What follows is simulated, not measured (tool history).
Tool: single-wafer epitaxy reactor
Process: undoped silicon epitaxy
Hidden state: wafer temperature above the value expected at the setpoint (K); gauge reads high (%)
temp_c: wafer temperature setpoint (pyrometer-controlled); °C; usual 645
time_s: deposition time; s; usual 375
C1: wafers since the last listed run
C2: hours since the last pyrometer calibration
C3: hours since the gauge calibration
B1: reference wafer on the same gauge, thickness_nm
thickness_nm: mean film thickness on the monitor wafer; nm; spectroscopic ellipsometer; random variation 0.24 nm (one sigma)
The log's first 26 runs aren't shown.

Run 27, day 108.612: usual settings but temp_c 649 °C; C1 299; C2 1459.4; C3 482.9; B1 68.528. Result: thickness_nm 70.839 nm.
Run 28, day 112.642: usual settings but temp_c 639 °C, time_s 404 s; C1 370; C2 1556.1; C3 579.6; B1 68.457. Result: thickness_nm 62.842 nm.
At day 113.604: pyrometer calibrated.
Run 29, day 116.996: usual settings but temp_c 650 °C, time_s 303 s; C1 369; C2 81.4; C3 684.1; B1 68.503. Result: thickness_nm 56.500 nm.
Run 30, day 121.379: usual settings; C1 403; C2 186.6; C3 789.3; B1 68.529. Result: thickness_nm 63.728 nm.
Run 31, day 125.183: usual settings but temp_c 654 °C, time_s 302 s; C1 349; C2 277.9; C3 880.6; B1 68.523. Result: thickness_nm 61.079 nm.
Run 32, day 128.238: usual settings; C1 280; C2 351.2; C3 953.9; B1 68.541. Result: thickness_nm 64.422 nm.
Run 33, day 132.117: usual settings; C1 356; C2 444.3; C3 1047.0; B1 68.544. Result: thickness_nm 64.939 nm.
Run 34, day 133.817: usual settings; C1 156; C2 485.1; C3 1087.8; B1 68.496. Result: thickness_nm 64.967 nm.
Run 35, day 136.462: usual settings; C1 243; C2 548.6; C3 1151.3; B1 68.431. Result: thickness_nm 64.609 nm.
Run 36, day 140.288: usual settings but temp_c 640 °C, time_s 340 s; C1 351; C2 640.4; C3 1243.1; B1 68.519. Result: thickness_nm 53.541 nm.
Run 37, day 144.329: usual settings; C1 371; C2 737.4; C3 1340.1; B1 68.518. Result: thickness_nm 64.773 nm.
Run 38, day 148.992: usual settings; C1 428; C2 849.3; C3 1452.0; B1 68.542. Result: thickness_nm 64.921 nm.
Run 39, day 150.575: usual settings but temp_c 653 °C; C1 145; C2 887.3; C3 1490.0; B1 68.468. Result: thickness_nm 75.550 nm.
Run 40, day 153.029: usual settings but temp_c 630 °C, time_s 319 s; C1 225; C2 946.2; C3 1548.9; B1 68.464. Result: thickness_nm 41.172 nm.
Run 41, day 156.092: usual settings; C1 281; C2 1019.7; C3 1622.4; B1 68.459. Result: thickness_nm 64.678 nm.
Run 42, day 158.975: usual settings but temp_c 640 °C, time_s 310 s; C1 265; C2 1088.9; C3 1691.6; B1 68.446. Result: thickness_nm 48.986 nm.

5 ways to go on from here, each from the tool as it stands after run 42. What would each give?
Run A, day 158.996: usual settings but temp_c 637 °C; C1 1; C2 1089.4; C3 1692.1; B1 ?. Result: thickness_nm ?.
Run B, day 158.996: usual settings but temp_c 656 °C; C1 1; C2 1089.4; C3 1692.1; B1 ?. Result: thickness_nm ?.
Run C, day 158.996: usual settings but temp_c 635 °C, time_s 412 s; C1 1; C2 1089.4; C3 1692.1; B1 ?. Result: thickness_nm ?.
Run D, day 158.996: usual settings but temp_c 638 °C, time_s 308 s; C1 1; C2 1089.4; C3 1692.1; B1 ?. Result: thickness_nm ?.
Run E, day 158.996: usual settings but temp_c 638 °C, time_s 446 s; C1 1; C2 1089.4; C3 1692.1; B1 ?. Result: thickness_nm ?.

run      B1  thickness_nm
  A  68.467        55.688
  B  68.467        80.323
  C  68.467        58.823
  D  68.467        46.645
  E  68.467        67.544
Without the tool's hidden state the same runs would have given:
run  thickness_nm
  A        54.200
  B        78.251
  C        57.245
  D        45.400
  E        65.742
